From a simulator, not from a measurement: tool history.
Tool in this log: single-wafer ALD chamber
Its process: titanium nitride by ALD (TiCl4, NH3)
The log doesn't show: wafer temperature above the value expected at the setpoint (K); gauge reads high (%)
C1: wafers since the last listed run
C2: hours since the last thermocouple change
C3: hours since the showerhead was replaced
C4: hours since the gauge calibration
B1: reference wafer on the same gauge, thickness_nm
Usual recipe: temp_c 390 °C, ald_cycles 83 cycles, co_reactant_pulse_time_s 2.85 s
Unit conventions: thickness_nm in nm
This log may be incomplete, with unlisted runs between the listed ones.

Run 1, hour 0: usual settings; C1 0; C2 1023.5; C3 6013.3; C4 551.3; B1 1.797. Result: thickness_nm 2.094 nm.
Run 2, hour 94.7: usual settings; C1 318; C2 1118.2; C3 6108; C4 646; B1 1.798. Result: thickness_nm 2.092 nm.
Run 3, hour 123.8: usual settings but temp_c 385 °C; C1 97; C2 1147.3; C3 6137.1; C4 675.1; B1 1.798. Result: thickness_nm 2.083 nm.
Run 4, hour 149.4: usual settings but temp_c 385 °C; C1 86; C2 1172.9; C3 6162.7; C4 700.7; B1 1.799. Result: thickness_nm 2.077 nm.
Run 5, hour 162.4: usual settings; C1 43; C2 1185.9; C3 6175.7; C4 713.7; B1 1.799. Result: thickness_nm 2.082 nm.
Run 6, hour 188.7: usual settings; C1 88; C2 1212.2; C3 6202; C4 740; B1 1.799. Result: thickness_nm 2.093 nm.
Run 7, hour 222.1: usual settings; C1 112; C2 1245.6; C3 6235.4; C4 773.4; B1 1.799. Result: thickness_nm 2.097 nm.
Run 8, hour 257.9: usual settings but ald_cycles 72 cycles, co_reactant_pulse_time_s 3.13 s; C1 120; C2 1281.4; C3 6271.2; C4 809.2; B1 1.799. Result: thickness_nm 1.824 nm.
At hour 275.2: gauge calibrated.
Run 9, hour 281.2: usual settings; C1 78; C2 1304.7; C3 6294.5; C4 6; B1 1.782. Result: thickness_nm 2.075 nm.
Run 10, hour 304.9: usual settings but ald_cycles 75 cycles, co_reactant_pulse_time_s 2.52 s; C1 79; C2 1328.4; C3 6318.2; C4 29.7; B1 1.783. Result: thickness_nm 1.868 nm.
Run 11, hour 405: usual settings but ald_cycles 75 cycles, co_reactant_pulse_time_s 2.52 s; C1 337; C2 1428.5; C3 6418.3; C4 129.8; B1 1.788. Result: thickness_nm 1.861 nm.
At hour 429.1: showerhead replaced.
Run 12, hour 432.7: usual settings but ald_cycles 93 cycles; C1 66; C2 1456.2; C3 3.6; C4 157.5; B1 1.791. Result: thickness_nm 2.325 nm.
Run 13, hour 458.5: usual settings but ald_cycles 93 cycles; C1 86; C2 1482; C3 29.4; C4 183.3; B1 1.793. Result: thickness_nm 2.333 nm.
Run 14, hour 491.9: usual settings; C1 112; C2 1515.4; C3 62.8; C4 216.7; B1 1.794. Result: thickness_nm 2.078 nm.
Run 15, hour 507.4: usual settings but temp_c 381 °C; C1 52; C2 1530.9; C3 78.3; C4 232.2; B1 1.795. Result: thickness_nm 2.076 nm.
Run 16, hour 527.9: usual settings but ald_cycles 92 cycles, co_reactant_pulse_time_s 3.15 s; C1 69; C2 1551.4; C3 98.8; C4 252.7; B1 1.795. Result: thickness_nm 2.314 nm.
Run 17, hour 545.8: usual settings but ald_cycles 89 cycles, co_reactant_pulse_time_s 3.67 s; C1 60; C2 1569.3; C3 116.7; C4 270.6; B1 1.796. Result: thickness_nm 2.261 nm.
Run 18, hour 558.6: usual settings but temp_c 383 °C, ald_cycles 93 cycles; C1 43; C2 1582.1; C3 129.5; C4 283.4; B1 1.797. Result: thickness_nm 2.329 nm.
Run 19, hour 575.3: usual settings but temp_c 395 °C, ald_cycles 88 cycles, co_reactant_pulse_time_s 3.52 s; C1 56; C2 1598.8; C3 146.2; C4 300.1; B1 1.797. Result: thickness_nm 2.238 nm.
Run 20, hour 590.6: usual settings but temp_c 375 °C, co_reactant_pulse_time_s 1.83 s; C1 51; C2 1614.1; C3 161.5; C4 315.4; B1 1.798. Result: thickness_nm 2.006 nm.
Run 21, hour 621.4: usual settings but temp_c 400 °C, ald_cycles 71 cycles, co_reactant_pulse_time_s 3.41 s; C1 103; C2 1644.9; C3 192.3; C4 346.2; B1 1.799. Result: thickness_nm 1.807 nm.
At hour 633.7: thermocouple changed; heater temperature recalibrated.
Run 22, hour 638.9: usual settings; C1 31; C2 5.2; C3 209.8; C4 363.7; B1 1.799. Result: thickness_nm 2.098 nm.
Run 23, hour 656: usual settings but temp_c 395 °C, ald_cycles 74 cycles, co_reactant_pulse_time_s 3.23 s; C1 57; C2 22.3; C3 226.9; C4 380.8; B1 1.799. Result: thickness_nm 1.878 nm.
Run 24, hour 690.9: usual settings but ald_cycles 67 cycles, co_reactant_pulse_time_s 2.28 s; C1 117; C2 57.2; C3 261.8; C4 415.7; B1 1.799. Result: thickness_nm 1.673 nm.
Run 25, hour 722.2: usual settings; C1 105; C2 88.5; C3 293.1; C4 447; B1 1.799. Result: thickness_nm 2.098 nm.
Run 26, hour 734.9: usual settings; C1 42; C2 101.2; C3 305.8; C4 459.7; B1 1.799. Result: thickness_nm 2.095 nm.
Run 27, hour 756.6: usual settings but co_reactant_pulse_time_s 2.17 s; C1 73; C2 122.9; C3 327.5; C4 481.4; B1 1.801. Result: thickness_nm 2.066 nm.
Run 28, hour 788.9: usual settings but temp_c 383 °C, ald_cycles 93 cycles; C1 108; C2 155.2; C3 359.8; C4 513.7; B1 1.802. Result: thickness_nm 2.331 nm.
Run 29, hour 810.6: usual settings; C1 73; C2 176.9; C3 381.5; C4 535.4; B1 1.801. Result: thickness_nm 2.097 nm.

Below are 4 alternative next runs, each starting from the tool's condition after run 29. Predict each:
Run A, hour 811.2: usual settings; C1 2; C2 177.5; C3 382.1; C4 536; B1 ?. Result: thickness_nm ?.
Run B, hour 811.2: usual settings but temp_c 377 °C, co_reactant_pulse_time_s 3.19 s; C1 2; C2 177.5; C3 382.1; C4 536; B1 ?. Result: thickness_nm ?.
Run C, hour 811.2: usual settings but temp_c 398 °C; C1 2; C2 177.5; C3 382.1; C4 536; B1 ?. Result: thickness_nm ?.
Run D, hour 811.2: usual settings but ald_cycles 74 cycles, co_reactant_pulse_time_s 2.46 s; C1 2; C2 177.5; C3 382.1; C4 536; B1 ?. Result: thickness_nm ?.

run     B1  thickness_nm
  A  1.801         2.098
  B  1.801         2.092
  C  1.801          2.11
  D  1.801         1.858
Take away the tool's hidden state, keep each run's random variation, and the runs would have read:
run  thickness_nm
  A         2.073
  B         2.067
  C         2.085
  D         1.836
